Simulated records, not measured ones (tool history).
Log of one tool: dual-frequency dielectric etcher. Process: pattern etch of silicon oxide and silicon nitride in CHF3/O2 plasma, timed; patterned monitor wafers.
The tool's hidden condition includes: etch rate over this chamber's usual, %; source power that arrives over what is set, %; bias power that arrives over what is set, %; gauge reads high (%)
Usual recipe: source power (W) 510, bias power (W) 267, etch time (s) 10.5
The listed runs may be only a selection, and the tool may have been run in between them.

run   hour  source power (W)  bias power (W)  etch time (s)  wafers since the last listed run  hours since the last wet clean  hours since the last source power generator calibration  hours since the last bias power generator calibration  hours since the last upper electrode change  hours since the gauge calibration  read-back reference wafer on the same gauge, depth_nm  mean etch depth across the wafer (angstrom)
  1      0               510             267           10.5                                 0                           225.9                                                   1744.3                                                   2343                                       5125.7                              144.1                                                  20.11                                        180.1
  2   16.3               510             267           10.5                               310                           242.2                                                   1760.6                                                 2359.3                                         5142                              160.4                                                   20.1                                        180.5
  3   30.3               510             267           10.5                               266                           256.2                                                   1774.6                                                 2373.3                                         5156                              174.4                                                  20.11                                        179.9
  4   53.1               440             267           11.5                               433                             279                                                   1797.4                                                 2396.1                                       5178.8                              197.2                                                  20.11                                        186.7
      86.3  -- upper electrode replaced
  5   86.8               440             267           11.5                               184                           312.7                                                   1831.1                                                 2429.8                                          0.5                              230.9                                                   20.1                                        187.1
     119.4  -- wet clean of the chamber
  6  119.9               440             267           11.5                               173                             0.5                                                   1864.2                                                 2462.9                                         33.6                                264                                                   20.1                                        183.6
  7  120.3               510             267           10.5                                 7                             0.9                                                   1864.6                                                 2463.3                                           34                              264.4                                                   20.1                                        177.5
     126.9  -- bias power generator calibrated
  8  133.3               400             332            9.5                               171                            13.9                                                   1877.6                                                    6.4                                           47                              277.4                                                   20.1                                        156.1
     147.3  -- gauge calibrated
  9  165.5               390             292             13                               612                            46.1                                                   1909.8                                                   38.6                                         79.2                               18.2                                                   20.1                                        203.6
 10  181.6               510             235           10.5                               306                            62.2                                                   1925.9                                                   54.7                                         95.3                               34.3                                                  20.11                                        171.4
 11  202.9               510             318           10.5                               405                            83.5                                                   1947.2                                                     76                                        116.6                               55.6                                                   20.1                                        187.6
 12  216.4               510             235           10.5                               256                              97                                                   1960.7                                                   89.5                                        130.1                               69.1                                                   20.1                                        171.7
     220.9  -- source power generator calibrated
 13  251.9               630             285           10.5                               599                           132.5                                                       31                                                    125                                        165.6                              104.6                                                  20.09                                        197.4
 14  287.3               390             267           10.5                               673                           167.9                                                     66.4                                                  160.4                                          201                                140                                                   20.1                                        161.3

Entry by entry between the runs, the difference in hidden state between the last listed run before and the first listed run after:
In the gap between runs 4 and 5: upper electrode replaced (hour 86.3)
  etch rate over this chamber's usual, %: 2.06 -> 2.27
  measured minus no-state result, mean etch depth across the wafer (angstrom): +3.8 -> +4.1
In the gap between runs 5 and 6: wet clean of the chamber (hour 119.4)
  etch rate over this chamber's usual, %: 2.27 -> 0.176
  measured minus no-state result, mean etch depth across the wafer (angstrom): +4.1 -> +0.4
In the gap between runs 7 and 8: bias power generator calibrated (hour 126.9)
  etch rate over this chamber's usual, %: 0.179 -> 0.261
  measured minus no-state result, mean etch depth across the wafer (angstrom): +0.4 -> +0.4
In the gap between runs 8 and 9: gauge calibrated (hour 147.3)
  etch rate over this chamber's usual, %: 0.261 -> 0.464
  measured minus no-state result, mean etch depth across the wafer (angstrom): +0.4 -> +1
In the gap between runs 12 and 13: source power generator calibrated (hour 220.9)
  etch rate over this chamber's usual, %: 0.786 -> 1.01
  measured minus no-state result, mean etch depth across the wafer (angstrom): +1.3 -> +2
